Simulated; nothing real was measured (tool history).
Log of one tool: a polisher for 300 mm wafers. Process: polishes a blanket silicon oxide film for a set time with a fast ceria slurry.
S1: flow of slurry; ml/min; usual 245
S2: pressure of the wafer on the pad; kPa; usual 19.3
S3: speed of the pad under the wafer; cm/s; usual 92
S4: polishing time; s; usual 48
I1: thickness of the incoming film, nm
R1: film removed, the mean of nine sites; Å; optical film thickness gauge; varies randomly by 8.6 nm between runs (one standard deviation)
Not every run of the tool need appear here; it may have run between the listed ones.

run    hour   S1    S2   S3  S4      I1    R1
  1       0  285  19.3   92  48  1937.4  5798
  2    52.5  245  19.3   92  48  1916.4  5732
       76.2  -- head pressure recalibrated
  3   101.9  245  23.4   92  48  1928.6  6829
      110.3  -- slurry nozzle cleaned
  4     151  245  23.4   92  48  1964.2  6636
      205.8  -- worn pad replaced by a new one
  5   225.4  245  19.3   92  48  1983.1  6171
  6     287  270  19.3   92  48  1944.8  6009
  7     336  270  19.3   92  48  1956.9  5787
  8   381.4  270  19.3   92  48  1940.2  5644
  9   456.4  245  19.3   92  48  1941.6  5623
 10   527.1  245  19.3   92  48  1945.9  5558
        585  -- worn pad replaced by a new one
 11   589.8  245  19.3   92  48  1950.5  6181
 12   656.3  245  19.3   92  48  1984.1  5844
 13   759.6  245  19.3   92  48  1974.4  5633
      773.4  -- slurry nozzle cleaned
 14   822.7  245  19.3   92  48    1931  5649
 15   878.1  245  22.8   92  56  1939.9  7771
      931.3  -- head pressure recalibrated
 16   948.8  245  19.3   92  48  1913.4  5568
      962.2  -- worn pad replaced by a new one, of another model than before
 17  1052.1  245  19.3   92  48    1948  5864
 18    1123  245  19.3   92  48  1928.5  5727
 19  1182.3  175  22.8  104  33  1942.8  4426
 20  1229.5  245  23.4  106  48  1988.9  6948
 21  1304.1  245  19.3   72  54  1940.5  5686
     1325.3  -- slurry nozzle cleaned
     1348.3  -- worn pad replaced by a new one
 22  1395.2  315  19.3   82  48  1935.1  5592
 23  1457.8  330  19.3   92  59  1948.3  7254
 24  1538.7  245  19.3   92  48  1953.6  5610
     1600.6  -- head pressure recalibrated
 25  1603.9  205  22.8   92  48  1939.7  6144
 26  1654.8  245  19.3   92  48  1952.8  5603
     1663.9  -- worn pad replaced by a new one
 27  1748.7  280  19.3   92  48  1959.2  5691
 28  1803.3  280  15.2   64  48  1946.7  4212

Forecast each of these 3 alternatives for the next run:
  A  1803.7  245  19.3  92  48  1919.2   ?
  B  1803.7  245  19.3  68  48  1919.2   ?
  C  1803.7  245  26.2  92  48  1919.2   ?

run    R1
  A  5678
  B  4888
  C  6906
With no hidden state in the tool, these same runs would have given:
run    R1
  A  6263
  B  5392
  C  7618

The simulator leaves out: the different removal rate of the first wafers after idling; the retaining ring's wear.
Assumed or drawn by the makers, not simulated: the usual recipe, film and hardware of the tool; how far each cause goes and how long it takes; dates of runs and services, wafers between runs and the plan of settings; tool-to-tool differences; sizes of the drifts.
